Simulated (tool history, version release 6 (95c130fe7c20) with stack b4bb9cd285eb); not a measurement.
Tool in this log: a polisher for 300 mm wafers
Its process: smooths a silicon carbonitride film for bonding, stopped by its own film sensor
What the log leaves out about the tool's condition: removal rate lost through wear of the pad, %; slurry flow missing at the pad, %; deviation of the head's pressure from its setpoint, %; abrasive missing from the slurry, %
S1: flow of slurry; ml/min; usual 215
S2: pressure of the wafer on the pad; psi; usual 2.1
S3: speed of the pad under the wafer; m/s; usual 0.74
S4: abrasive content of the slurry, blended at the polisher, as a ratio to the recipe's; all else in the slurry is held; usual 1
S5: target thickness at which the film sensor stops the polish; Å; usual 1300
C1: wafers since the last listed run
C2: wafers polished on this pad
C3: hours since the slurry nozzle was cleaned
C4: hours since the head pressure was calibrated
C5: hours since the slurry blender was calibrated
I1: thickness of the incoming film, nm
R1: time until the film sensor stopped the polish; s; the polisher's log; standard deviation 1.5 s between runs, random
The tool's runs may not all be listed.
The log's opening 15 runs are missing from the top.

run,day,S1,S2,S3,S4,S5,C1,C2,C3,C4,C5,I1,R1
16,7.892,140,2.1,1,1,1300,80,959,147.4,73.5,35.5,150.8,110.9
17,8.575,215,2.1,0.74,1,1300,90,1050,163.8,89.9,51.9,148.3,112.9
# day 8.833: worn pad replaced by a new one
18,9.321,270,2.1,0.74,1.15,1300,76,64,181.7,107.8,69.8,149.6,99.5
19,9.704,250,2.4,0.74,1.25,1300,50,115,190.9,117,79,148.7,81.3
20,10.142,255,2.1,0.74,0.85,1300,57,173,201.4,127.5,89.5,148.3,106
21,10.658,275,2.1,0.58,1,1370,68,241,213.8,139.9,101.9,152,97.4
22,11.704,215,2.7,0.74,1,1320,138,379,238.9,165,127,149.9,80.9
23,11.967,215,2.7,0.74,1,1320,34,414,245.2,171.3,133.3,149.5,80.7

Run 24, settings as shown, results not yet in. Your forecast:
24,12.608,285,2.1,0.66,1,1270,84,499,260.6,186.7,148.7,149.9,?

R1: 142.4 s
If the tool had no hidden condition, the same run with the same run-to-run variation would have returned R1 129.3 s.
